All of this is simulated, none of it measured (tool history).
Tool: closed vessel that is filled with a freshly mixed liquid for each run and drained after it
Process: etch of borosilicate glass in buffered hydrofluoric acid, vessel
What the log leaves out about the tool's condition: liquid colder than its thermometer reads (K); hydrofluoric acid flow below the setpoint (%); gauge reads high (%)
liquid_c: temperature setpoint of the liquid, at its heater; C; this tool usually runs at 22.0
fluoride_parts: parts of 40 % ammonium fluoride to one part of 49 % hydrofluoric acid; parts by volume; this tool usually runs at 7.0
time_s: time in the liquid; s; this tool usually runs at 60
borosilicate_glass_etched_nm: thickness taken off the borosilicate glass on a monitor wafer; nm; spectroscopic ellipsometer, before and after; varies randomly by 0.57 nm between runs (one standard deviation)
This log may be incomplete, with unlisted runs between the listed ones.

run	day	liquid_c	fluoride_parts	time_s	wafers since the last listed run	hours since the thermometer was replaced	hours since the hydrofluoric acid flow meter was replaced	hours since the gauge calibration	read-back film thickness of the borosilicate glass reference wafer, read on the same gauge (nm)	borosilicate_glass_etched_nm
1	0.000	22.0	7.0	60	0	615.0	844.2	67.2	29.97	84.76
2	1.500	22.0	7.0	60	3542	651.0	880.2	103.2	29.98	84.52
3	2.842	22.0	7.0	60	3168	683.2	912.4	135.4	29.99	85.42
4	4.075	22.0	7.0	60	2912	712.8	942.0	165.0	29.97	83.78
5	4.988	23.5	8.0	60	2155	734.7	963.9	186.9	29.99	77.97
6	5.550	23.5	8.0	60	1328	748.2	977.4	200.4	29.97	78.20
7	6.754	23.5	8.0	60	2844	777.1	1006.3	229.3	30.02	77.87
8	7.792	20.5	7.0	35	2450	802.0	1031.2	254.2	29.97	44.68
9	8.562	20.5	7.0	35	1820	820.5	1049.7	272.7	29.93	44.79
10	9.396	22.0	7.0	60	1968	840.5	1069.7	292.7	29.98	83.61
11	10.333	24.0	7.0	50	2214	863.0	1092.2	315.2	30.00	76.85
12	11.212	22.0	7.0	60	2076	884.1	1113.3	336.3	30.02	81.92
13	12.300	22.0	7.0	60	2568	910.2	1139.4	362.4	30.00	82.67
14	12.908	22.0	7.0	60	1436	924.8	1154.0	377.0	30.06	82.20
15	13.542	22.0	9.0	60	1495	940.0	1169.2	392.2	30.01	64.12
16	14.821	22.0	7.0	60	3021	970.7	1199.9	422.9	30.00	82.72
17	15.879	17.0	9.5	60	2499	996.1	1225.3	448.3	30.02	46.50
18	17.379	22.0	7.0	60	3542	1032.1	1261.3	484.3	30.00	81.29
19	18.288	22.0	8.5	70	2145	1053.9	1283.1	506.1	29.99	76.98
20	20.517	25.0	7.0	60	5264	1107.4	1336.6	559.6	29.98	95.98
# day 20.938: thermometer replaced
21	21.350	18.5	9.0	80	1869	9.9	1356.6	579.6	29.99	70.31
22	22.346	22.0	7.0	60	2351	33.8	1380.5	603.5	29.96	81.54
23	23.717	19.0	9.0	90	3237	66.7	1413.4	636.4	29.99	81.77
# day 23.954: gauge calibrated
# day 24.479: hydrofluoric acid flow meter replaced
24	24.950	24.0	9.0	40	2814	96.3	11.3	23.9	30.01	51.27
25	25.679	22.0	7.0	60	1722	113.8	28.8	41.4	30.02	90.10
26	26.433	24.5	7.0	60	1781	131.9	46.9	59.5	29.99	104.19
27	27.046	23.5	8.0	60	1446	146.6	61.6	74.2	30.01	84.84
28	28.358	22.0	7.0	70	3099	178.1	93.1	105.7	30.00	105.04
29	29.321	27.0	5.0	80	2273	201.2	116.2	128.8	30.02	212.07
30	30.233	22.0	8.0	60	2155	223.1	138.1	150.7	30.02	77.37
31	31.371	22.0	7.0	60	2686	250.4	165.4	178.0	30.01	89.07
32	31.967	22.0	7.0	60	1407	264.7	179.7	192.3	30.03	89.40

Below are 5 alternative next runs, each starting from the tool's condition after run 32. Predict each:
A	31.996	22.0	7.0	60	68	265.4	180.4	193.0	?	?
B	31.996	18.5	9.0	60	68	265.4	180.4	193.0	?	?
C	31.996	18.5	7.0	60	68	265.4	180.4	193.0	?	?
D	31.996	27.0	9.5	70	68	265.4	180.4	193.0	?	?
E	31.996	23.5	9.0	30	68	265.4	180.4	193.0	?	?

run	read-back film thickness of the borosilicate glass reference wafer, read on the same gauge (nm)	borosilicate_glass_etched_nm
A	30.01	89.27
B	30.01	56.21
C	30.01	73.79
D	30.01	100.07
E	30.01	36.88
Take away the tool's hidden state, keep each run's random variation, and the runs would have read:
run	borosilicate_glass_etched_nm
A	90.57
B	56.68
C	74.87
D	100.91
E	37.19

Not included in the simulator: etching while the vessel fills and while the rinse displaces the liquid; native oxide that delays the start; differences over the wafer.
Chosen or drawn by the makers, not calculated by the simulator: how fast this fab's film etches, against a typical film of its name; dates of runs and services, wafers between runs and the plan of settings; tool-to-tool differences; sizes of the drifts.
